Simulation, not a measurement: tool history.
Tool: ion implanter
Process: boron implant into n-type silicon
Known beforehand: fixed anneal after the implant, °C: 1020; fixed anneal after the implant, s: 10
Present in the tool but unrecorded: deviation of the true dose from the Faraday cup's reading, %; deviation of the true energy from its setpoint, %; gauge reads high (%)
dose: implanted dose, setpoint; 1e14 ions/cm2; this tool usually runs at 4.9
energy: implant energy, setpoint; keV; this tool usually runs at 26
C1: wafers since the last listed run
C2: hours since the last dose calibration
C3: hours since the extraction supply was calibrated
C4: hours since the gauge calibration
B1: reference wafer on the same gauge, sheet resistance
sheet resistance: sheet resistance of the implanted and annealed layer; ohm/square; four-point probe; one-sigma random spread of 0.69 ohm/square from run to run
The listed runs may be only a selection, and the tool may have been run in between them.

run 1 hour=0 | dose=3.85 energy=26 | C1=0 C2=1264.7 C3=3763.2 C4=597.5 | B1=221.94 | sheet_resistance=227.01
run 2 hour=28.1 | dose=3.85 energy=26 | C1=443 C2=1292.8 C3=3791.3 C4=625.6 | B1=221.57 | sheet_resistance=225.65
run 3 hour=60.8 | dose=4.9 energy=30.5 | C1=515 C2=1325.5 C3=3824 C4=658.3 | B1=221.65 | sheet_resistance=182.94
run 4 hour=89.4 | dose=4.9 energy=30.5 | C1=450 C2=1354.1 C3=3852.6 C4=686.9 | B1=221.45 | sheet_resistance=182.73
run 5 hour=121.8 | dose=4.9 energy=26 | C1=510 C2=1386.5 C3=3885 C4=719.3 | B1=221.48 | sheet_resistance=185.57
run 6 hour=154.7 | dose=3.94 energy=26 | C1=518 C2=1419.4 C3=3917.9 C4=752.2 | B1=221.32 | sheet_resistance=222.9
run 7 hour=183.2 | dose=4.9 energy=26 | C1=449 C2=1447.9 C3=3946.4 C4=780.7 | B1=221.27 | sheet_resistance=186.09
run 8 hour=197.1 | dose=4.9 energy=26 | C1=219 C2=1461.8 C3=3960.3 C4=794.6 | B1=221.13 | sheet_resistance=186.82
run 9 hour=212.9 | dose=4.9 energy=26 | C1=249 C2=1477.6 C3=3976.1 C4=810.4 | B1=221.33 | sheet_resistance=185.65
run 10 hour=230 | dose=4.9 energy=26 | C1=269 C2=1494.7 C3=3993.2 C4=827.5 | B1=221.27 | sheet_resistance=186.79
run 11 hour=264.4 | dose=4.9 energy=26 | C1=542 C2=1529.1 C3=4027.6 C4=861.9 | B1=221.3 | sheet_resistance=185.84
run 12 hour=284 | dose=4.9 energy=26 | C1=309 C2=1548.7 C3=4047.2 C4=881.5 | B1=220.92 | sheet_resistance=185.53
run 13 hour=301 | dose=3.84 energy=22.5 | C1=268 C2=1565.7 C3=4064.2 C4=898.5 | B1=220.96 | sheet_resistance=229.04
run 14 hour=324 | dose=3.84 energy=22.5 | C1=362 C2=1588.7 C3=4087.2 C4=921.5 | B1=221.09 | sheet_resistance=229.41
run 15 hour=353.2 | dose=3.93 energy=26 | C1=460 C2=1617.9 C3=4116.4 C4=950.7 | B1=220.87 | sheet_resistance=222.08
-- hour=360.5 gauge calibrated
run 16 hour=367.8 | dose=4.18 energy=23.5 | C1=230 C2=1632.5 C3=4131 C4=7.3 | B1=229.01 | sheet_resistance=222.08
run 17 hour=398.6 | dose=6.25 energy=33 | C1=485 C2=1663.3 C3=4161.8 C4=38.1 | B1=227.89 | sheet_resistance=152.02
-- hour=442.4 Faraday cup replaced and dose calibrated
run 18 hour=459 | dose=3.59 energy=23.5 | C1=826 C2=16.6 C3=4222.2 C4=98.5 | B1=226.89 | sheet_resistance=247.35
run 19 hour=488.1 | dose=5.72 energy=26 | C1=458 C2=45.7 C3=4251.3 C4=127.6 | B1=225.97 | sheet_resistance=165.81
run 20 hour=509.9 | dose=4.9 energy=26 | C1=343 C2=67.5 C3=4273.1 C4=149.4 | B1=225.78 | sheet_resistance=190.07
run 21 hour=527.9 | dose=5.27 energy=32.5 | C1=283 C2=85.5 C3=4291.1 C4=167.4 | B1=225.24 | sheet_resistance=174.98
run 22 hour=555 | dose=6.36 energy=29.5 | C1=427 C2=112.6 C3=4318.2 C4=194.5 | B1=224.77 | sheet_resistance=150.23
run 23 hour=580 | dose=3.94 energy=33 | C1=394 C2=137.6 C3=4343.2 C4=219.5 | B1=224.72 | sheet_resistance=220.63
-- hour=602.4 extraction supply calibrated
run 24 hour=613.1 | dose=4.9 energy=26 | C1=395 C2=170.7 C3=10.7 C4=252.6 | B1=224.23 | sheet_resistance=188.43
run 25 hour=672.4 | dose=4.9 energy=32.5 | C1=935 C2=230 C3=70 C4=311.9 | B1=223.7 | sheet_resistance=183.41
run 26 hour=699.5 | dose=5.44 energy=32.5 | C1=427 C2=257.1 C3=97.1 C4=339 | B1=223.43 | sheet_resistance=167.52
run 27 hour=724.3 | dose=4.9 energy=26 | C1=391 C2=281.9 C3=121.9 C4=363.8 | B1=223 | sheet_resistance=188.06
run 28 hour=737.4 | dose=6.35 energy=26 | C1=206 C2=295 C3=135 C4=376.9 | B1=223.09 | sheet_resistance=150.95
run 29 hour=759.9 | dose=4.9 energy=26 | C1=354 C2=317.5 C3=157.5 C4=399.4 | B1=222.72 | sheet_resistance=187.27

Hidden state or all else? Some run-to-run changes of sheet resistance, split into what the settings, what came in and random variation would give without the hidden state, and what is left for the hidden state (with any gauge scatter that isn't in both results):
Run 15 -> 16: dose 3.93 -> 4.18, energy 26 -> 23.5, gauge calibrated. sheet resistance +0 ohm/square: hidden state +8.01, all else -8.01.
Run 17 -> 18: dose 6.25 -> 3.59, energy 33 -> 23.5, Faraday cup replaced and dose calibrated. sheet resistance +95.33 ohm/square: hidden state -1.87, all else +97.2.
Run 18 -> 19: dose 3.59 -> 5.72, energy 23.5 -> 26. sheet resistance -81.54 ohm/square: hidden state +0.39, all else -81.93.
